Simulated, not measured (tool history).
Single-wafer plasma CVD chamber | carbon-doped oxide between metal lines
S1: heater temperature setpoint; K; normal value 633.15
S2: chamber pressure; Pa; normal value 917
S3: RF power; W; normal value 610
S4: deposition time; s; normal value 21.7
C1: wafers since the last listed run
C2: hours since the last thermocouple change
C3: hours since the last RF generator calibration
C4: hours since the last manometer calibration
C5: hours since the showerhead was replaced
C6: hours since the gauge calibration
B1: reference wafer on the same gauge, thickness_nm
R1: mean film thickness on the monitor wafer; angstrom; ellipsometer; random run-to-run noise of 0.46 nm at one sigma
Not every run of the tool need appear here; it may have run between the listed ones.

run	day	S1	S2	S3	S4	C1	C2	C3	C4	C5	C6	B1	R1
1	0.000	633.15	981	610	21.7	0	1054.6	873.3	1377.8	5465.0	2150.7	140.892	1243.53
2	1.500	633.15	981	610	21.7	1247	1090.6	909.3	1413.8	5501.0	2186.7	141.156	1247.26
# day 12.379: thermocouple changed; heater temperature recalibrated
3	14.675	633.15	917	610	21.7	10680	55.1	1225.5	1730.0	5817.2	2502.9	141.094	1243.28
4	18.867	633.15	917	610	21.7	3486	155.7	1326.1	1830.6	5917.8	2603.5	141.155	1228.15
5	22.779	633.15	917	610	21.7	3253	249.6	1420.0	1924.5	6011.7	2697.4	140.968	1233.41
6	26.717	633.15	917	610	21.7	3274	344.1	1514.5	2019.0	6106.2	2791.9	140.968	1232.28
7	28.521	633.15	917	610	21.7	1500	387.4	1557.8	2062.3	6149.5	2835.2	141.077	1226.50
8	30.342	633.15	917	610	21.7	1514	431.1	1601.5	2106.0	6193.2	2878.9	141.090	1242.40
# day 31.817: showerhead replaced
9	33.658	633.15	917	610	21.7	2481	510.7	1681.1	2185.6	44.2	2958.5	140.984	1233.14
10	35.883	633.15	917	610	21.7	1850	564.1	1734.5	2239.0	97.6	3011.9	140.990	1237.42
11	39.192	633.15	917	610	21.7	2751	643.5	1813.9	2318.4	177.0	3091.3	141.013	1238.80
# day 40.833: RF generator calibrated
12	41.742	628.15	917	610	21.7	1843	704.7	21.8	2379.6	238.2	3152.5	141.039	1250.68
# day 46.725: gauge calibrated
13	51.212	628.15	917	610	21.7	7876	932.0	249.1	2606.9	465.5	107.7	141.138	1259.17
# day 51.779: capacitance manometer re-zeroed and calibrated
14	55.025	633.15	1053	555	21.7	2893	1023.5	340.6	77.9	557.0	199.2	141.142	1205.52
15	58.867	633.15	701	510	21.7	3195	1115.7	432.8	170.1	649.2	291.4	140.812	1121.13
16	61.600	633.15	917	610	17.6	2273	1181.3	498.4	235.7	714.8	357.0	140.931	999.64
# day 63.283: thermocouple changed; heater temperature recalibrated
17	68.242	633.15	917	610	21.7	5246	119.0	657.8	395.1	874.2	516.4	140.985	1229.27
18	71.092	621.15	988	705	20.2	2370	187.4	726.2	463.5	942.6	584.8	140.955	1269.18
19	72.658	633.15	917	610	21.7	1302	225.0	763.8	501.1	980.2	622.4	141.237	1232.46
20	76.204	626.15	917	610	21.7	2948	310.1	848.9	586.2	1065.3	707.5	140.941	1255.40
21	80.533	633.15	917	610	21.7	3600	414.0	952.8	690.1	1169.2	811.4	140.918	1237.20
22	84.204	625.15	1040	695	25.8	3052	502.1	1040.9	778.2	1257.3	899.5	141.107	1588.57
23	88.621	633.15	707	520	21.7	3673	608.1	1146.9	884.2	1363.3	1005.5	140.970	1132.56
24	92.050	633.15	917	610	23.4	2851	690.4	1229.2	966.5	1445.6	1087.8	141.007	1336.99
25	96.129	627.15	1113	610	24.6	3392	788.3	1327.1	1064.4	1543.5	1185.7	140.920	1435.40
26	98.592	638.15	917	610	21.7	2048	847.4	1386.2	1123.5	1602.6	1244.8	141.097	1221.84

Run 27, settings as shown, results not yet in. Your forecast:
27	100.712	648.15	917	565	19.0	1763	898.3	1437.1	1174.4	1653.5	1295.7	?	?

B1: 140.943
R1: 1010.62 angstrom
Take away the tool's hidden state, keep the run-to-run variation as it was, and the same run would have given R1 1010.62 angstrom.
